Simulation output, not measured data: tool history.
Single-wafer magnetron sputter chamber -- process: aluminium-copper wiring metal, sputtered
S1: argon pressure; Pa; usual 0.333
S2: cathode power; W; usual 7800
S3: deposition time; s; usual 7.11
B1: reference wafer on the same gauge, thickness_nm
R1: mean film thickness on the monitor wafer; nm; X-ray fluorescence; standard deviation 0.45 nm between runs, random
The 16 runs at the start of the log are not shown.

run    hour     S1    S2    S3      B1       R1
      768.9  -- sputter target and shields replaced
 17   786.6  0.284  7250  7.11  87.055   98.257
 18   827.1  0.333  7800  7.11  86.868  102.055
 19   863.7  0.262  7800  7.53  86.879  111.341
 20   897.1  0.228  7800  7.11  87.022  105.896
 21   939.3  0.333  7800  7.11  86.893  100.970
 22   983.7  0.464  7800  7.11  87.000   94.703
     1037.0  -- capacitance manometer re-zeroed and calibrated
 23  1128.8  0.393  7800  7.11  87.053   93.310
     1143.6  -- magnet pack replaced
     1170.2  -- sputter target and shields replaced
 24  1200.1  0.377  8650  6.40  87.008   97.520
 25  1262.5  0.333  7800  7.11  86.967   98.615
 26  1327.1  0.333  7800  7.92  87.052  109.472
 27  1375.9  0.453  6650  6.66  86.925   73.925
 28  1406.7  0.270  7250  7.11  86.963   94.712
 29  1468.6  0.425  8900  7.64  87.011  113.327
 30  1498.9  0.333  7800  7.11  86.988   98.379
     1535.0  -- sputter target and shields replaced
 31  1544.6  0.333  7800  7.11  86.963  100.624
 32  1574.2  0.450  6050  5.83  87.083   60.900
 33  1644.1  0.333  9250  6.17  87.027  101.241

Run 34 comes next. What will it give?
 34  1675.2  0.449  7800  6.15   ?   ?

B1: 87.001
R1: 79.623 nm
The same run, on a tool lacking any hidden state, would have yielded R1 81.493 nm.
